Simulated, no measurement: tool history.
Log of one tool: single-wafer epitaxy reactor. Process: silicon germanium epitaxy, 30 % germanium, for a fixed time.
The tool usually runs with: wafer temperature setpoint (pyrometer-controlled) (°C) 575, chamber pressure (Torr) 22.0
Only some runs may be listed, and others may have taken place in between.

run   hour  wafer temperature setpoint (pyrometer-controlled) (°C)  chamber pressure (Torr)  read-back reference wafer on the same gauge, thickness_nm  mean film thickness on the monitor wafer (nm)
  1    0.0                                                     575                     23.3                                                     37.388                                         40.727
  2   17.2                                                     575                     23.3                                                     37.426                                         40.285
  3   31.0                                                     571                     22.0                                                     37.377                                         36.446
  4   37.5                                                     571                     22.0                                                     37.365                                         36.306
      46.0  -- showerhead replaced
  5   47.3                                                     575                     22.0                                                     37.383                                         39.817
  6   56.0                                                     575                     22.0                                                     37.400                                         39.877
  7   68.1                                                     564                     19.9                                                     37.389                                         30.044
  8   78.3                                                     564                     19.9                                                     37.377                                         30.043
  9   86.8                                                     575                     22.0                                                     37.379                                         39.881
 10   92.9                                                     575                     22.0                                                     37.376                                         39.542
     109.3  -- pyrometer calibrated
     112.2  -- capacitance manometer re-zeroed and calibrated
 11  112.7                                                     565                     24.2                                                     37.399                                         32.717
 12  121.1                                                     565                     24.2                                                     37.382                                         32.674
 13  136.1                                                     575                     23.3                                                     37.385                                         40.540
 14  148.0                                                     575                     18.9                                                     37.418                                         37.978
 15  163.0                                                     575                     22.0                                                     37.373                                         39.580
 16  170.8                                                     566                     19.4                                                     37.389                                         31.236
 17  179.5                                                     582                     18.0                                                     37.363                                         43.299
 18  190.8                                                     579                     25.2                                                     37.417                                         45.473
 19  243.0                                                     569                     17.5                                                     37.394                                         32.449
 20  249.3                                                     589                     20.6                                                     37.406                                         52.866
 21  255.9                                                     568                     26.0                                                     37.359                                         36.059
     264.1  -- gauge calibrated
 22  265.4                                                     575                     22.0                                                     37.404                                         39.481
 23  274.2                                                     575                     23.6                                                     37.392                                         40.561
 24  286.5                                                     585                     25.2                                                     37.386                                         51.717
 25  303.1                                                     583                     22.0                                                     37.379                                         46.958
 26  312.3                                                     588                     24.2                                                     37.401                                         54.446
 27  323.3                                                     562                     23.6                                                     37.397                                         30.411
 28  337.9                                                     565                     20.2                                                     37.418                                         30.926
 29  354.2                                                     583                     26.9                                                     37.393                                         50.667
 30  371.3                                                     580                     26.1                                                     37.455                                         46.887
 31  387.2                                                     565                     19.5                                                     37.394                                         30.702
 32  401.3                                                     575                     24.7                                                     37.377                                         41.377
 33  413.3                                                     575                     24.1                                                     37.422                                         40.964
 34  427.2                                                     588                     26.3                                                     37.400                                         56.082
 35  440.0                                                     575                     22.0                                                     37.409                                         39.720

Alternative continuations, all from the tool just after run 35; predict every row:
  A  440.4                                                     561                     22.0                                                          ?                                              ?
  B  440.4                                                     575                     19.8                                                          ?                                              ?
  C  440.4                                                     564                     24.7                                                          ?                                              ?
  D  440.4                                                     564                     23.9                                                          ?                                              ?

run  read-back reference wafer on the same gauge, thickness_nm  mean film thickness on the monitor wafer (nm)
  A                                                     37.407                                         29.107
  B                                                     37.407                                         38.530
  C                                                     37.407                                         32.396
  D                                                     37.407                                         32.040
Stripped of hidden state, with their random variation kept, the same runs would have yielded:
run  mean film thickness on the monitor wafer (nm)
  A                                         29.107
  B                                         38.530
  C                                         32.396
  D                                         32.040
